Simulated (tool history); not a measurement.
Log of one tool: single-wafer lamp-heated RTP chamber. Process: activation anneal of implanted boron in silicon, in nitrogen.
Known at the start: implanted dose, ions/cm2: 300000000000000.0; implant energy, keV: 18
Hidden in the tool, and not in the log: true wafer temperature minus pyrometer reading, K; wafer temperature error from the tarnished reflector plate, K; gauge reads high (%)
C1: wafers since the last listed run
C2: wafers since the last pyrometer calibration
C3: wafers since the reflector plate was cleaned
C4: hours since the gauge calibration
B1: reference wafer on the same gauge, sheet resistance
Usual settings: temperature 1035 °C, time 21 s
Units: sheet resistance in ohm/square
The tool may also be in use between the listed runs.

Run 1, hour 0: usual settings; C1 0; C2 1452; C3 4502; C4 364.2; B1 332.99. Result: sheet resistance 318.37 ohm/square.
Run 2, hour 50: usual settings but temperature 1024 °C; C1 853; C2 2306; C3 5355; C4 414.2; B1 333.12. Result: sheet resistance 318.96 ohm/square.
Run 3, hour 84.1: usual settings but temperature 1043 °C, time 24 s; C1 582; C2 2888; C3 5937; C4 448.3; B1 332.92. Result: sheet resistance 317.21 ohm/square.
Run 4, hour 148.8: usual settings but temperature 1043 °C, time 24 s; C1 1104; C2 3992; C3 7042; C4 513; B1 332.91. Result: sheet resistance 318.16 ohm/square.
Run 5, hour 200.6: usual settings but temperature 1043 °C, time 24 s; C1 884; C2 4876; C3 7926; C4 564.8; B1 332.95. Result: sheet resistance 317.41 ohm/square.
At hour 211.9: pyrometer window cleaned and pyrometer calibrated.
Run 6, hour 239.9: usual settings; C1 534; C2 478; C3 8460; C4 604.1; B1 332.93. Result: sheet resistance 318.55 ohm/square.
Run 7, hour 293.4: usual settings; C1 913; C2 1391; C3 9373; C4 657.6; B1 333.08. Result: sheet resistance 318.7 ohm/square.
Run 8, hour 338.2: usual settings; C1 764; C2 2155; C3 10138; C4 702.4; B1 333.11. Result: sheet resistance 318.14 ohm/square.
Run 9, hour 406.1: usual settings but temperature 1020 °C; C1 1158; C2 3314; C3 11297; C4 770.3; B1 333. Result: sheet resistance 319.49 ohm/square.
At hour 419.9: reflector plate cleaned.
Run 10, hour 477.4: usual settings but temperature 1020 °C; C1 1080; C2 4395; C3 981; C4 841.6; B1 332.94. Result: sheet resistance 320.38 ohm/square.
Run 11, hour 510.8: usual settings but temperature 1050 °C, time 33 s; C1 570; C2 4965; C3 1551; C4 875; B1 332.97. Result: sheet resistance 315.44 ohm/square.
Run 12, hour 576.4: usual settings but temperature 1019 °C; C1 1119; C2 6085; C3 2671; C4 940.6; B1 333.01. Result: sheet resistance 319.62 ohm/square.
At hour 587.1: pyrometer window cleaned and pyrometer calibrated.
Run 13, hour 625.2: usual settings but temperature 1007 °C; C1 696; C2 649; C3 3367; C4 989.4; B1 333.02. Result: sheet resistance 321.85 ohm/square.
Run 14, hour 656: usual settings but temperature 1043 °C, time 24 s; C1 525; C2 1175; C3 3893; C4 1020.2; B1 332.9. Result: sheet resistance 317.53 ohm/square.
Run 15, hour 694.9: usual settings but temperature 1022 °C, time 31 s; C1 663; C2 1839; C3 4557; C4 1059.1; B1 332.98. Result: sheet resistance 317.94 ohm/square.
Run 16, hour 750.9: usual settings; C1 955; C2 2795; C3 5513; C4 1115.1; B1 333.17. Result: sheet resistance 317.24 ohm/square.
Run 17, hour 799.7: usual settings but temperature 1024 °C, time 14 s; C1 832; C2 3628; C3 6346; C4 1163.9; B1 332.95. Result: sheet resistance 320.37 ohm/square.
At hour 806: gauge calibrated.
At hour 931.9: pyrometer window cleaned and pyrometer calibrated.
Run 18, hour 936.6: usual settings but temperature 1065 °C, time 24 s; C1 2200; C2 80; C3 8546; C4 130.6; B1 332.81. Result: sheet resistance 316.5 ohm/square.
Run 19, hour 970.2: usual settings but temperature 1055 °C, time 11 s; C1 573; C2 653; C3 9120; C4 164.2; B1 333.06. Result: sheet resistance 318.24 ohm/square.
Run 20, hour 1040.8: usual settings but temperature 1059 °C, time 29 s; C1 1205; C2 1858; C3 10325; C4 234.8; B1 333.02. Result: sheet resistance 315.88 ohm/square.

3 ways to go on from here, each from the tool as it stands after run 20. What would each give?
Run A, hour 1041.2: usual settings; C1 6; C2 1865; C3 10332; C4 235.2; B1 ?. Result: sheet resistance ?.
Run B, hour 1041.2: usual settings but temperature 1052 °C, time 25 s; C1 6; C2 1865; C3 10332; C4 235.2; B1 ?. Result: sheet resistance ?.
Run C, hour 1041.2: usual settings but temperature 1016 °C, time 33 s; C1 6; C2 1865; C3 10332; C4 235.2; B1 ?. Result: sheet resistance ?.

run      B1  sheet resistance
  A  333.03            317.94
  B  333.03            316.55
  C  333.03            318.69
Without the tool's hidden state the same runs would have given:
run  sheet resistance
  A            317.94
  B            316.55
  C            318.69
